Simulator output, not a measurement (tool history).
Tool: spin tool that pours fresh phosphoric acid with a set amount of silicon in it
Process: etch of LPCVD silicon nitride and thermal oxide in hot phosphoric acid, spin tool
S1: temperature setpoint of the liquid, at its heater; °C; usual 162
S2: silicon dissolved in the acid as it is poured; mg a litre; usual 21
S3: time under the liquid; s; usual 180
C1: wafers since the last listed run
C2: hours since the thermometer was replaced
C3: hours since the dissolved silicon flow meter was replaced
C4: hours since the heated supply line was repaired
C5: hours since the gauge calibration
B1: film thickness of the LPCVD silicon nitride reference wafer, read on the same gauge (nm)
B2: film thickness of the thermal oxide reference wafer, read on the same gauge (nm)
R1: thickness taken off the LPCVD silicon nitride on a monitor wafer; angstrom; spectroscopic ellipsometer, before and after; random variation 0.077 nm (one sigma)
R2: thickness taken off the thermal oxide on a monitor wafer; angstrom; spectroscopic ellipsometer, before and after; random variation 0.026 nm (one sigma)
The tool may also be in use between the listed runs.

run	day	S1	S2	S3	C1	C2	C3	C4	C5	B1	B2	R1	R2
1	0	162	21	230	0	2154.1	525.2	1012	299.5	140.02	129.989	241.9	5.01
2	0.929	162	21	230	194	2176.4	547.5	1034.3	321.8	139.98	130.007	240.9	4.64
3	1.729	162	21	180	167	2195.6	566.7	1053.5	341	140	129.992	188	4.06
4	3.188	162	21	180	304	2230.6	601.7	1088.5	376	140	129.981	188.1	3.87
5	4.492	162	21	180	272	2261.9	633	1119.8	407.3	139.99	130.017	186.3	3.93
6	5.162	162	21	180	140	2278	649.1	1135.9	423.4	139.95	130	186.6	3.94
7	6.233	162	21	180	223	2303.7	674.8	1161.6	449.1	140.03	129.991	187	3.45
8	6.754	162	21	115	108	2316.2	687.3	1174.1	461.6	140.02	129.982	118.4	2.46
# day 6.971: gauge calibrated
9	7.679	162	21	115	193	2338.4	709.5	1196.3	17	139.98	129.986	118.6	2.26
10	8.575	162	21	115	187	2359.9	731	1217.8	38.5	139.99	130.008	119	2.09
11	9.338	163	9.5	260	159	2378.2	749.3	1236.1	56.8	139.99	130.003	277.2	7.84
12	9.979	162	21	100	134	2393.6	764.7	1251.5	72.2	140.02	129.989	103.1	1.82
13	11.254	162	5	180	266	2424.2	795.3	1282.1	102.8	139.99	129.995	185	5.37
# day 11.608: thermometer replaced
14	12.738	162	36	180	301	27.1	830.9	1317.7	138.4	139.99	129.995	170.4	1.61
# day 13.992: dissolved silicon flow meter replaced
15	14.158	163.5	8.5	100	288	61.2	4	1351.8	172.5	139.99	130.015	98.7	2.34
16	15.392	160.5	36.5	250	257	90.8	33.6	1381.4	202.1	140	129.966	224.1	2.36
# day 15.962: heated supply line repaired
17	16.321	163.5	15.5	105	185	113.1	55.9	8.6	224.4	140.04	130.002	118	2.99
18	17.492	164	26	250	244	141.2	84	36.7	252.5	140.01	130.012	284.7	5.16
19	18.333	159.5	21	180	176	161.4	104.2	56.9	272.7	140	129.981	177.2	2.88
20	19.658	164.5	21	180	277	193.2	136	88.7	304.5	140	129.994	208.7	4.88
21	21.05	160.5	36.5	250	291	226.6	169.4	122.1	337.9	139.99	130.008	252.8	2.46
22	22.221	162	21	180	244	254.7	197.5	150.2	366	140.01	130.006	190.9	4.32

The tool's hidden state at each run:
dissolved silicon flow below the setpoint (%): 0 in every run
gauge reads high (%): 0 in every run
H1: liquid hotter than its thermometer reads (K)
H2: temperature lost on the way to the wafer (K)
run	H1	H2
1	2.46	2.95
2	2.48	3.01
3	2.51	3.05
4	2.54	3.14
5	2.58	3.22
6	2.6	3.26
7	2.62	3.33
8	2.64	3.36
9	2.66	3.41
10	2.69	3.47
11	2.71	3.51
12	2.72	3.55
13	2.76	3.63
14	0.196	3.72
15	0.233	3.8
16	0.266	3.88
17	0.29	0.0861
18	0.321	0.157
19	0.343	0.207
20	0.378	0.287
21	0.414	0.371
22	0.445	0.442

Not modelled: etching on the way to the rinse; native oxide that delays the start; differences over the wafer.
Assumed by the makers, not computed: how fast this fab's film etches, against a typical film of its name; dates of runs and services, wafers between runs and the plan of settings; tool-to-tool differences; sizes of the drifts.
